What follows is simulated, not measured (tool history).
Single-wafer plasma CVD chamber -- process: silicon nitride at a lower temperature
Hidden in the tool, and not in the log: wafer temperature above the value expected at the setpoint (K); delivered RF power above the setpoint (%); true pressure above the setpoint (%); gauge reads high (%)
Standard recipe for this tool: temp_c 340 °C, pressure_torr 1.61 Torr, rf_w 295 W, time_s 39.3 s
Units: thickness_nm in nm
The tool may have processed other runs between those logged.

run	hour	temp_c	pressure_torr	rf_w	time_s	wafers since the last listed run	hours since the last thermocouple change	hours since the last RF generator calibration	hours since the last manometer calibration	hours since the showerhead was replaced	hours since the gauge calibration	read-back reference wafer on the same gauge, thickness_nm	thickness_nm
1	0	340	1.79	310	39.3	0	1242.9	1633.3	2227	4044.4	322.1	39.201	46.209
2	29.1	340	1.79	310	39.3	427	1272	1662.4	2256.1	4073.5	351.2	39.201	46.253
3	62.7	340	1.61	295	39.3	493	1305.6	1696	2289.7	4107.1	384.8	39.208	43.314
4	84.3	340	1.61	295	39.3	317	1327.2	1717.6	2311.3	4128.7	406.4	39.201	43.477
# hour 113.2: RF generator calibrated
# hour 118.6: thermocouple changed; heater temperature recalibrated
5	119.1	340	1.61	295	39.3	312	0.5	5.9	2346.1	4163.5	441.2	39.214	44.889
6	141.8	340	1.61	295	39.3	333	23.2	28.6	2368.8	4186.2	463.9	39.19	44.908
7	165.7	340	1.61	295	39.3	350	47.1	52.5	2392.7	4210.1	487.8	39.193	44.986
8	188.9	340	1.61	295	39.3	340	70.3	75.7	2415.9	4233.3	511	39.207	44.848
9	209.3	340	1.61	330	39.3	299	90.7	96.1	2436.3	4253.7	531.4	39.195	47.661
10	233.3	340	1.61	295	39.3	352	114.7	120.1	2460.3	4277.7	555.4	39.198	44.868
# hour 246.4: capacitance manometer re-zeroed and calibrated
11	262	340	1.61	295	39.3	303	143.4	148.8	15.6	4306.4	584.1	39.194	46.031
12	292.4	335	1.21	325	34.1	446	173.8	179.2	46	4336.8	614.5	39.189	38.464
# hour 334.1: gauge calibrated
13	365.3	353	1.84	295	39.3	1070	246.7	252.1	118.9	4409.7	31.2	39.179	47.532
14	390.1	340	1.61	295	39.3	364	271.5	276.9	143.7	4434.5	56	39.192	45.761
# hour 404.2: showerhead replaced
15	404.9	340	1.61	295	39.3	99	286.3	291.7	158.5	0.7	70.8	39.207	45.703
16	419	340	1.61	280	36.1	206	300.4	305.8	172.6	14.8	84.9	39.208	40.863
17	450.9	331	1.61	295	39.3	468	332.3	337.7	204.5	46.7	116.8	39.195	45.761
18	465.1	335	1.61	325	39.3	208	346.5	351.9	218.7	60.9	131	39.199	48.324
19	482.3	328	1.61	240	39.3	252	363.7	369.1	235.9	78.1	148.2	39.202	40.979
20	513.3	329	1.81	295	39.3	455	394.7	400.1	266.9	109.1	179.2	39.201	47.454
21	527.9	340	1.61	295	39.3	214	409.3	414.7	281.5	123.7	193.8	39.21	45.652
22	549.4	340	1.61	295	39.3	315	430.8	436.2	303	145.2	215.3	39.208	45.513
23	564.5	354	1.61	315	39.3	221	445.9	451.3	318.1	160.3	230.4	39.192	47.042
24	598.9	340	1.61	350	42.2	504	480.3	485.7	352.5	194.7	264.8	39.201	53.679
25	632.7	340	1.77	250	45.6	496	514.1	519.5	386.3	228.5	298.6	39.194	49.436
26	658.1	340	1.61	295	46.8	372	539.5	544.9	411.7	253.9	324	39.201	53.906
27	672.4	340	1.86	295	39.3	209	553.8	559.2	426	268.2	338.3	39.204	47.521
28	688.9	340	1.61	255	39.3	242	570.3	575.7	442.5	284.7	354.8	39.193	41.921
29	708	353	1.61	255	39.3	280	589.4	594.8	461.6	303.8	373.9	39.198	41.65

Some steps in thickness_nm, run to run, broken into two amounts with sign: the step expected even without the hidden condition (settings, incoming material, random variation), and the rest, left for the hidden condition together with whatever gauge scatter is not in both the measured and the hidden-condition-free result:
Run 4 -> 5: RF generator calibrated, thermocouple changed; heater temperature recalibrated. thickness_nm +1.412 nm: hidden state +1.492, all else -0.08.
Run 10 -> 11: capacitance manometer re-zeroed and calibrated. thickness_nm +1.163 nm: hidden state +1.215, all else -0.052.
Run 11 -> 12: temp_c 340 -> 335, pressure_torr 1.61 -> 1.21, rf_w 295 -> 325, time_s 39.3 -> 34.1. thickness_nm -7.567 nm: hidden state +0.055, all else -7.622.
Run 12 -> 13: temp_c 335 -> 353, pressure_torr 1.21 -> 1.84, rf_w 325 -> 295, time_s 34.1 -> 39.3, gauge calibrated. thickness_nm +9.068 nm: hidden state -0.214, all else +9.282.
